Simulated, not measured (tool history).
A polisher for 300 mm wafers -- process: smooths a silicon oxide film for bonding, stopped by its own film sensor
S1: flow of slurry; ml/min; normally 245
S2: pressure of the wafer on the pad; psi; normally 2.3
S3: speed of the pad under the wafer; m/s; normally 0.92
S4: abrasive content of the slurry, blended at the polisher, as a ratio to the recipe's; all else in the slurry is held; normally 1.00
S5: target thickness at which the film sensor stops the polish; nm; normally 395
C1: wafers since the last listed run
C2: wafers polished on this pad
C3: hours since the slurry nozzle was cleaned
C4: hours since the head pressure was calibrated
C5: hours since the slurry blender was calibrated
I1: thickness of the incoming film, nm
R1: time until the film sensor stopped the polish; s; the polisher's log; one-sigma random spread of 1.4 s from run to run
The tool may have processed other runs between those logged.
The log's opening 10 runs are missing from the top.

run,day,S1,S2,S3,S4,S5,C1,C2,C3,C4,C5,I1,R1
11,5.267,245,2.3,0.92,1.00,395,75,586,295.3,991.9,174.0,471.5,144.3
# day 5.571: head pressure recalibrated
12,5.592,245,2.3,0.92,1.00,395,38,625,303.1,0.5,181.8,477.9,159.9
13,6.008,245,2.3,1.14,1.00,417,65,691,313.1,10.5,191.8,473.7,92.4
# day 6.196: worn pad replaced by a new one
14,6.738,215,3.1,0.92,1.20,395,88,85,330.6,28.0,209.3,467.4,94.9
15,7.292,290,2.8,0.92,1.10,395,87,173,343.9,41.3,222.6,459.5,94.0
16,7.917,245,2.3,0.92,1.15,395,98,272,358.9,56.3,237.6,463.9,121.6
# day 8.025: slurry nozzle cleaned
17,8.283,245,2.3,0.92,1.00,395,51,323,6.2,65.1,246.4,461.4,127.1
18,8.933,245,2.3,0.92,1.00,395,102,426,21.8,80.7,262.0,466.8,137.7
19,9.546,200,2.3,0.92,1.10,385,96,523,36.5,95.4,276.7,478.9,176.7
# day 10.058: worn pad replaced by a new one, of another model than before
20,10.079,215,2.3,0.62,1.00,395,58,3,49.3,108.2,289.5,472.1,185.7
21,10.625,185,2.3,0.92,1.00,395,86,89,62.4,121.3,302.6,467.6,151.9
22,11.275,310,2.3,1.14,1.00,395,102,192,78.0,136.9,318.2,463.2,114.9
# day 11.404: slurry blender recalibrated
23,11.825,245,2.3,0.92,1.00,395,73,266,91.2,150.1,10.1,470.3,131.5
24,12.521,245,2.3,0.92,1.00,395,110,376,107.9,166.8,26.8,465.9,124.8
25,12.917,245,1.8,0.92,1.00,395,62,438,117.4,176.3,36.3,470.5,160.6
26,13.408,285,2.3,0.92,1.15,395,77,516,129.2,188.1,48.1,466.6,117.4
# day 13.846: worn pad replaced by a new one
27,13.867,245,2.3,0.92,1.00,395,46,3,140.2,199.1,59.1,473.8,142.2
28,14.104,245,2.3,1.08,1.25,376,37,40,145.9,204.8,64.8,472.6,143.7
29,14.804,245,2.7,0.92,1.10,395,110,151,162.7,221.6,81.6,470.7,117.3
30,15.450,245,2.3,0.92,1.00,410,102,253,178.2,237.1,97.1,477.1,125.6
31,15.892,290,2.8,0.92,1.10,395,69,323,188.8,247.7,107.7,476.1,123.5

Here are 3 independent what-if runs from the current tool condition. What would each one return?
A,15.912,245,2.3,0.92,1.00,395,3,326,189.3,248.2,108.2,469.1,?
B,15.912,185,2.6,0.92,0.85,386,3,326,189.3,248.2,108.2,469.1,?
C,15.912,245,2.3,0.92,0.80,395,3,326,189.3,248.2,108.2,469.1,?

run,R1
A,137.0
B,165.6
C,154.3
The same runs, with their run-to-run variation unchanged, on a tool lacking any hidden condition would have given:
run,R1
A,124.6
B,149.4
C,138.8
